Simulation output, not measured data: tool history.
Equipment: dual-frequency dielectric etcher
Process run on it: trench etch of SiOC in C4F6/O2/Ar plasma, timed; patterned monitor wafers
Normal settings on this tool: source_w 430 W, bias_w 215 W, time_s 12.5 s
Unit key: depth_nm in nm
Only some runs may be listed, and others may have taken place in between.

| run | hour | source_w | bias_w | time_s | read-back reference wafer on the same gauge, depth_nm | depth_nm |
|---|---|---|---|---|---|---|
| 1 | 0 | 430 | 215 | 12.5 | 30.9 | 29.91 |
| 2 | 64.4 | 430 | 215 | 12.5 | 30.9 | 29.85 |
|  | 111.3 | wet clean of the chamber |
| 3 | 114.1 | 430 | 215 | 12.5 | 30.9 | 30.12 |
| 4 | 184.9 | 430 | 215 | 12.5 | 30.9 | 29.98 |
| 5 | 229.5 | 430 | 215 | 12.5 | 30.9 | 30.05 |
| 6 | 298.1 | 430 | 215 | 12.5 | 30.9 | 30.03 |
| 7 | 361.2 | 430 | 215 | 12.5 | 30.9 | 29.98 |
| 8 | 404.6 | 430 | 215 | 12.5 | 30.89 | 29.86 |
| 9 | 462.9 | 500 | 215 | 12.5 | 30.9 | 32.22 |
| 10 | 508.8 | 500 | 215 | 12.5 | 30.9 | 32.2 |
|  | 560.4 | wet clean of the chamber |
| 11 | 560.9 | 500 | 215 | 12.5 | 30.9 | 32.5 |
| 12 | 602.4 | 430 | 215 | 12.5 | 30.91 | 30.02 |
|  | 613.2 | gauge calibrated |
| 13 | 651.2 | 430 | 215 | 12.5 | 30.91 | 30.03 |
| 14 | 720.3 | 430 | 215 | 12.5 | 30.9 | 29.94 |
|  | 775 | upper electrode replaced |
| 15 | 775.5 | 430 | 201 | 10.5 | 30.9 | 24.65 |
| 16 | 795 | 510 | 215 | 10 | 30.89 | 26.01 |
|  | 829.1 | source power generator calibrated |
| 17 | 981.5 | 370 | 253 | 16 | 30.9 | 36.17 |
|  | 1059.6 | wet clean of the chamber |
| 18 | 1060.1 | 430 | 215 | 12.5 | 30.9 | 29.79 |
| 19 | 1097.4 | 530 | 251 | 15 | 30.9 | 41.55 |
|  | 1101.4 | bias power generator calibrated |
| 20 | 1164.1 | 480 | 168 | 9.5 | 30.9 | 22.25 |
| 21 | 1201 | 430 | 215 | 12.5 | 30.9 | 29.59 |
| 22 | 1269 | 430 | 215 | 12.5 | 30.89 | 29.51 |
| 23 | 1322.8 | 400 | 260 | 15 | 30.91 | 36.13 |
| 24 | 1365.6 | 430 | 193 | 12.5 | 30.9 | 28.58 |
| 25 | 1418.6 | 430 | 215 | 14.5 | 30.9 | 34.18 |
|  | 1490.1 | wet clean of the chamber |
| 26 | 1490.6 | 520 | 246 | 16 | 30.9 | 43.77 |

What will run 27 give?
| 27 | 1587.3 | 340 | 215 | 12.5 | ? | ? |

Run 27 produced read-back reference wafer on the same gauge, depth_nm 30.91, depth_nm 26.23 nm.
Without the tool's hidden state the same run would have given depth_nm 26.16 nm.

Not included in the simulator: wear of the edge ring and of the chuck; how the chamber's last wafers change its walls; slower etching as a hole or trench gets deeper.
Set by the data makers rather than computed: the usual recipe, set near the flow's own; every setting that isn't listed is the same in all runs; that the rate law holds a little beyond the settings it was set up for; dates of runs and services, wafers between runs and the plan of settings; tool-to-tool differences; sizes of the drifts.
